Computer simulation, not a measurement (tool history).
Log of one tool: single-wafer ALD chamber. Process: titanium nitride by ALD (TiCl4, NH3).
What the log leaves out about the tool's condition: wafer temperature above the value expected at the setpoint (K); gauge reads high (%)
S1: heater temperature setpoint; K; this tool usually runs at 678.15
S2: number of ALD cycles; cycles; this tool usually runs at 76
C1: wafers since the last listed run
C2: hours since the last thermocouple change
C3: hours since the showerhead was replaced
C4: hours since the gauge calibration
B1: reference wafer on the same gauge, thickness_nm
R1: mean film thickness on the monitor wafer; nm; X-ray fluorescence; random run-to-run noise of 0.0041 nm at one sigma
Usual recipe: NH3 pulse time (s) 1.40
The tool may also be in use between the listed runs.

{"run": 1, "hour": 0.0, "S1": 678.15, "S2": 76, "NH3 pulse time (s)": 1.4, "C1": 0, "C2": 1074.6, "C3": 7557.8, "C4": 1538.0, "B1": 1.561, "R1": 1.638}
{"run": 2, "hour": 28.4, "S1": 678.15, "S2": 76, "NH3 pulse time (s)": 1.4, "C1": 59, "C2": 1103.0, "C3": 7586.2, "C4": 1566.4, "B1": 1.561, "R1": 1.637}
{"hour": 64.9, "done": "thermocouple changed; heater temperature recalibrated"}
{"run": 3, "hour": 72.2, "S1": 678.15, "S2": 76, "NH3 pulse time (s)": 1.4, "C1": 75, "C2": 7.3, "C3": 7630.0, "C4": 1610.2, "B1": 1.561, "R1": 1.633}
{"run": 4, "hour": 136.1, "S1": 678.15, "S2": 76, "NH3 pulse time (s)": 1.4, "C1": 134, "C2": 71.2, "C3": 7693.9, "C4": 1674.1, "B1": 1.563, "R1": 1.628}
{"run": 5, "hour": 197.0, "S1": 678.15, "S2": 76, "NH3 pulse time (s)": 1.4, "C1": 127, "C2": 132.1, "C3": 7754.8, "C4": 1735.0, "B1": 1.564, "R1": 1.635}
{"run": 6, "hour": 374.6, "S1": 687.15, "S2": 76, "NH3 pulse time (s)": 1.4, "C1": 372, "C2": 309.7, "C3": 7932.4, "C4": 1912.6, "B1": 1.567, "R1": 1.642}
{"run": 7, "hour": 404.3, "S1": 678.15, "S2": 76, "NH3 pulse time (s)": 1.4, "C1": 62, "C2": 339.4, "C3": 7962.1, "C4": 1942.3, "B1": 1.567, "R1": 1.639}
{"run": 8, "hour": 444.6, "S1": 678.15, "S2": 76, "NH3 pulse time (s)": 1.4, "C1": 84, "C2": 379.7, "C3": 8002.4, "C4": 1982.6, "B1": 1.568, "R1": 1.639}
{"run": 9, "hour": 504.9, "S1": 685.15, "S2": 76, "NH3 pulse time (s)": 1.4, "C1": 126, "C2": 440.0, "C3": 8062.7, "C4": 2042.9, "B1": 1.569, "R1": 1.639}
{"run": 10, "hour": 543.5, "S1": 678.15, "S2": 76, "NH3 pulse time (s)": 1.4, "C1": 80, "C2": 478.6, "C3": 8101.3, "C4": 2081.5, "B1": 1.57, "R1": 1.642}
{"run": 11, "hour": 608.3, "S1": 678.15, "S2": 76, "NH3 pulse time (s)": 1.4, "C1": 135, "C2": 543.4, "C3": 8166.1, "C4": 2146.3, "B1": 1.571, "R1": 1.644}
{"run": 12, "hour": 644.9, "S1": 678.15, "S2": 76, "NH3 pulse time (s)": 1.4, "C1": 76, "C2": 580.0, "C3": 8202.7, "C4": 2182.9, "B1": 1.572, "R1": 1.641}
{"run": 13, "hour": 688.9, "S1": 678.15, "S2": 76, "NH3 pulse time (s)": 1.4, "C1": 92, "C2": 624.0, "C3": 8246.7, "C4": 2226.9, "B1": 1.572, "R1": 1.65}
{"run": 14, "hour": 759.5, "S1": 678.15, "S2": 76, "NH3 pulse time (s)": 1.4, "C1": 148, "C2": 694.6, "C3": 8317.3, "C4": 2297.5, "B1": 1.574, "R1": 1.645}
{"run": 15, "hour": 970.5, "S1": 678.15, "S2": 76, "NH3 pulse time (s)": 1.4, "C1": 442, "C2": 905.6, "C3": 8528.3, "C4": 2508.5, "B1": 1.578, "R1": 1.652}
{"run": 16, "hour": 998.6, "S1": 682.15, "S2": 76, "NH3 pulse time (s)": 1.01, "C1": 58, "C2": 933.7, "C3": 8556.4, "C4": 2536.6, "B1": 1.579, "R1": 1.615}
{"hour": 1029.2, "done": "showerhead replaced"}
{"run": 17, "hour": 1051.2, "S1": 678.15, "S2": 76, "NH3 pulse time (s)": 1.4, "C1": 93, "C2": 986.3, "C3": 22.0, "C4": 2589.2, "B1": 1.581, "R1": 1.655}
{"hour": 1096.2, "done": "gauge calibrated"}
{"hour": 1166.1, "done": "thermocouple changed; heater temperature recalibrated"}
{"run": 18, "hour": 1239.5, "S1": 678.15, "S2": 76, "NH3 pulse time (s)": 1.4, "C1": 378, "C2": 73.4, "C3": 210.3, "C4": 143.3, "B1": 1.557, "R1": 1.637}
{"run": 19, "hour": 1310.3, "S1": 678.15, "S2": 72, "NH3 pulse time (s)": 1.4, "C1": 148, "C2": 144.2, "C3": 281.1, "C4": 214.1, "B1": 1.557, "R1": 1.536}
{"run": 20, "hour": 1362.6, "S1": 690.15, "S2": 91, "NH3 pulse time (s)": 1.4, "C1": 109, "C2": 196.5, "C3": 333.4, "C4": 266.4, "B1": 1.556, "R1": 1.963}
{"run": 21, "hour": 1417.1, "S1": 678.15, "S2": 76, "NH3 pulse time (s)": 1.4, "C1": 114, "C2": 251.0, "C3": 387.9, "C4": 320.9, "B1": 1.556, "R1": 1.629}
{"run": 22, "hour": 1441.8, "S1": 678.15, "S2": 76, "NH3 pulse time (s)": 1.4, "C1": 51, "C2": 275.7, "C3": 412.6, "C4": 345.6, "B1": 1.557, "R1": 1.627}
{"run": 23, "hour": 1466.7, "S1": 687.15, "S2": 76, "NH3 pulse time (s)": 1.4, "C1": 52, "C2": 300.6, "C3": 437.5, "C4": 370.5, "B1": 1.557, "R1": 1.638}
{"run": 24, "hour": 1509.6, "S1": 667.15, "S2": 90, "NH3 pulse time (s)": 1.8, "C1": 89, "C2": 343.5, "C3": 480.4, "C4": 413.4, "B1": 1.557, "R1": 1.943}
{"run": 25, "hour": 1559.0, "S1": 678.15, "S2": 76, "NH3 pulse time (s)": 1.4, "C1": 103, "C2": 392.9, "C3": 529.8, "C4": 462.8, "B1": 1.557, "R1": 1.629}
{"run": 26, "hour": 1606.6, "S1": 678.15, "S2": 69, "NH3 pulse time (s)": 1.63, "C1": 99, "C2": 440.5, "C3": 577.4, "C4": 510.4, "B1": 1.558, "R1": 1.495}
{"run": 27, "hour": 1659.5, "S1": 678.15, "S2": 76, "NH3 pulse time (s)": 0.92, "C1": 110, "C2": 493.4, "C3": 630.3, "C4": 563.3, "B1": 1.557, "R1": 1.579}
{"run": 28, "hour": 1863.5, "S1": 672.15, "S2": 80, "NH3 pulse time (s)": 1.84, "C1": 427, "C2": 697.4, "C3": 834.3, "C4": 767.3, "B1": 1.559, "R1": 1.739}
{"run": 29, "hour": 1894.2, "S1": 678.15, "S2": 76, "NH3 pulse time (s)": 1.4, "C1": 64, "C2": 728.1, "C3": 865.0, "C4": 798.0, "B1": 1.558, "R1": 1.635}
{"run": 30, "hour": 1927.5, "S1": 692.15, "S2": 76, "NH3 pulse time (s)": 1.4, "C1": 69, "C2": 761.4, "C3": 898.3, "C4": 831.3, "B1": 1.558, "R1": 1.648}
{"run": 31, "hour": 1966.2, "S1": 686.15, "S2": 76, "NH3 pulse time (s)": 1.4, "C1": 81, "C2": 800.1, "C3": 937.0, "C4": 870.0, "B1": 1.559, "R1": 1.638}
{"run": 32, "hour": 2018.6, "S1": 690.15, "S2": 69, "NH3 pulse time (s)": 1.93, "C1": 109, "C2": 852.5, "C3": 989.4, "C4": 922.4, "B1": 1.56, "R1": 1.513}
{"run": 33, "hour": 2056.6, "S1": 668.15, "S2": 83, "NH3 pulse time (s)": 1.08, "C1": 79, "C2": 890.5, "C3": 1027.4, "C4": 960.4, "B1": 1.559, "R1": 1.725}
{"hour": 2085.5, "done": "thermocouple changed; heater temperature recalibrated"}
{"run": 34, "hour": 2123.1, "S1": 665.15, "S2": 76, "NH3 pulse time (s)": 1.4, "C1": 122, "C2": 37.6, "C3": 1093.9, "C4": 1026.9, "B1": 1.56, "R1": 1.608}
{"run": 35, "hour": 2183.2, "S1": 678.15, "S2": 76, "NH3 pulse time (s)": 1.4, "C1": 126, "C2": 97.7, "C3": 1154.0, "C4": 1087.0, "B1": 1.561, "R1": 1.639}
{"run": 36, "hour": 2231.1, "S1": 668.15, "S2": 86, "NH3 pulse time (s)": 1.8, "C1": 100, "C2": 145.6, "C3": 1201.9, "C4": 1134.9, "B1": 1.561, "R1": 1.858}
{"run": 37, "hour": 2302.4, "S1": 678.15, "S2": 76, "NH3 pulse time (s)": 1.02, "C1": 149, "C2": 216.9, "C3": 1273.2, "C4": 1206.2, "B1": 1.564, "R1": 1.609}
{"run": 38, "hour": 2372.9, "S1": 678.15, "S2": 84, "NH3 pulse time (s)": 1.4, "C1": 147, "C2": 287.4, "C3": 1343.7, "C4": 1276.7, "B1": 1.563, "R1": 1.81}
{"run": 39, "hour": 2401.8, "S1": 691.15, "S2": 62, "NH3 pulse time (s)": 1.09, "C1": 60, "C2": 316.3, "C3": 1372.6, "C4": 1305.6, "B1": 1.564, "R1": 1.328}

Give the tool's hidden conditions for every run:
wafer temperature above the value expected at the setpoint (K): 0 at every run
H1: gauge reads high (%)
run=1 H1=0.707
run=2 H1=0.731
run=3 H1=0.77
run=4 H1=0.829
run=5 H1=0.887
run=6 H1=1.07
run=7 H1=1.1
run=8 H1=1.14
run=9 H1=1.21
run=10 H1=1.26
run=11 H1=1.33
run=12 H1=1.38
run=13 H1=1.43
run=14 H1=1.52
run=15 H1=1.8
run=16 H1=1.84
run=17 H1=1.92
run=18 H1=0.407
run=19 H1=0.414
run=20 H1=0.421
run=21 H1=0.43
run=22 H1=0.435
run=23 H1=0.44
run=24 H1=0.449
run=25 H1=0.461
run=26 H1=0.474
run=27 H1=0.49
run=28 H1=0.566
run=29 H1=0.579
run=30 H1=0.594
run=31 H1=0.613
run=32 H1=0.639
run=33 H1=0.659
run=34 H1=0.696
run=35 H1=0.731
run=36 H1=0.761
run=37 H1=0.808
run=38 H1=0.856
run=39 H1=0.877

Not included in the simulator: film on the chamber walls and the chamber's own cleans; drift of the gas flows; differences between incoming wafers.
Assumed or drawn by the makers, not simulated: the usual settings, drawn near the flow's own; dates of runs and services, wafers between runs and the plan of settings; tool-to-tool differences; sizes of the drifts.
